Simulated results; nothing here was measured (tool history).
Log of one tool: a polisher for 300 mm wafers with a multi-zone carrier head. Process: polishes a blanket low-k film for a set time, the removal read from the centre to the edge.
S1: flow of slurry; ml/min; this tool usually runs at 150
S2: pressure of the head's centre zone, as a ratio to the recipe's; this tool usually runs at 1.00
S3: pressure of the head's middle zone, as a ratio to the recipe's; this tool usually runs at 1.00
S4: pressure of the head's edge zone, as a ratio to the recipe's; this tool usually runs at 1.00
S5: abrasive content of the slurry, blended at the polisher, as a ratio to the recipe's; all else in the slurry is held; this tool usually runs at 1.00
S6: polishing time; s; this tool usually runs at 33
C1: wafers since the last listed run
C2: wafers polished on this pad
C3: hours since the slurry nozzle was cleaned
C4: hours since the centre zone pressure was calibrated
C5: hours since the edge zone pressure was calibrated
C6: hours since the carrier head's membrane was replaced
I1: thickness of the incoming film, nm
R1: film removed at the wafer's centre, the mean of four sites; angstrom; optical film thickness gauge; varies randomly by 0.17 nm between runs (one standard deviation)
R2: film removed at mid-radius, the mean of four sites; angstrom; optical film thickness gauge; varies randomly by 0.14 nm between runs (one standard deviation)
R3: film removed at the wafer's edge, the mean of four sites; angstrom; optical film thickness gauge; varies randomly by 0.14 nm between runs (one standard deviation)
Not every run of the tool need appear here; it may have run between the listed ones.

run,day,S1,S2,S3,S4,S5,S6,C1,C2,C3,C4,C5,C6,I1,R1,R2,R3
1,0.000,150,1.00,1.00,1.05,1.10,33,0,63,163.9,233.8,99.1,588.2,481.1,151,150,147
2,0.533,150,1.00,1.00,1.00,1.15,24,83,147,176.7,246.6,111.9,601.0,488.8,109,110,107
3,1.808,150,1.00,1.00,1.00,1.00,33,200,347,207.3,277.2,142.5,631.6,482.3,143,143,139
4,2.983,105,1.00,1.00,1.00,1.00,30,184,532,235.5,305.4,170.7,659.8,474.7,119,120,119
# day 3.254: slurry nozzle cleaned
5,4.471,150,1.00,1.00,1.00,1.00,33,227,759,29.2,341.1,206.4,695.5,474.1,145,143,136
6,5.467,150,1.00,1.00,1.00,1.00,33,156,916,53.1,365.0,230.3,719.4,481.5,144,142,138
# day 5.917: carrier head's membrane replaced by a new one
7,6.442,150,1.00,1.06,1.00,0.90,33,120,1036,76.5,388.4,253.7,12.6,484.1,138,143,134
8,7.458,150,0.95,1.00,1.00,1.00,38,159,1196,100.9,412.8,278.1,37.0,483.6,160,163,155
9,8.350,150,1.00,1.00,1.00,1.00,33,140,1337,122.3,434.2,299.5,58.4,484.9,147,144,138
10,9.375,150,1.00,1.00,1.00,1.00,33,161,1498,146.9,458.8,324.1,83.0,471.2,141,143,139
# day 10.358: worn pad replaced by a new one
11,10.608,150,1.00,1.00,1.00,1.00,33,167,39,176.5,488.4,353.7,112.6,475.7,147,141,138
12,11.162,150,1.00,1.00,1.00,1.00,33,87,126,189.8,501.7,367.0,125.9,486.1,148,144,138
# day 12.092: slurry nozzle cleaned
13,12.558,150,1.00,1.00,0.97,1.00,33,212,339,11.2,535.2,400.5,159.4,470.6,143,142,136
14,13.525,150,1.00,1.00,1.04,1.00,33,151,491,34.4,558.4,423.7,182.6,472.7,143,141,137
15,14.875,150,1.00,0.89,1.00,0.75,45,212,703,66.8,590.8,456.1,215.0,474.3,168,154,165
16,15.554,195,1.11,1.00,1.00,1.00,33,106,810,83.1,607.1,472.4,231.3,478.9,165,149,144
17,16.417,150,0.97,1.06,0.89,1.00,33,135,945,103.8,627.8,493.1,252.0,479.1,139,151,130
18,17.921,190,0.97,1.00,0.97,1.00,33,236,1182,139.9,663.9,529.2,288.1,483.7,145,151,143
19,20.604,150,1.00,1.00,0.96,1.20,33,421,1604,204.3,728.3,593.6,352.5,479.2,153,155,147

Run 20 is up next; what results do you expect?
# day 21.608: worn pad replaced by a new one
20,21.629,175,1.00,1.00,1.00,1.00,42,134,3,228.9,752.9,618.2,377.1,478.3,?,?,?

{"run 20": {"R1": 191, "R2": 184, "R3": 182}}
Had the tool carried no hidden state, the very same run would have given R1 191 angstrom, R2 184 angstrom, R3 182 angstrom.
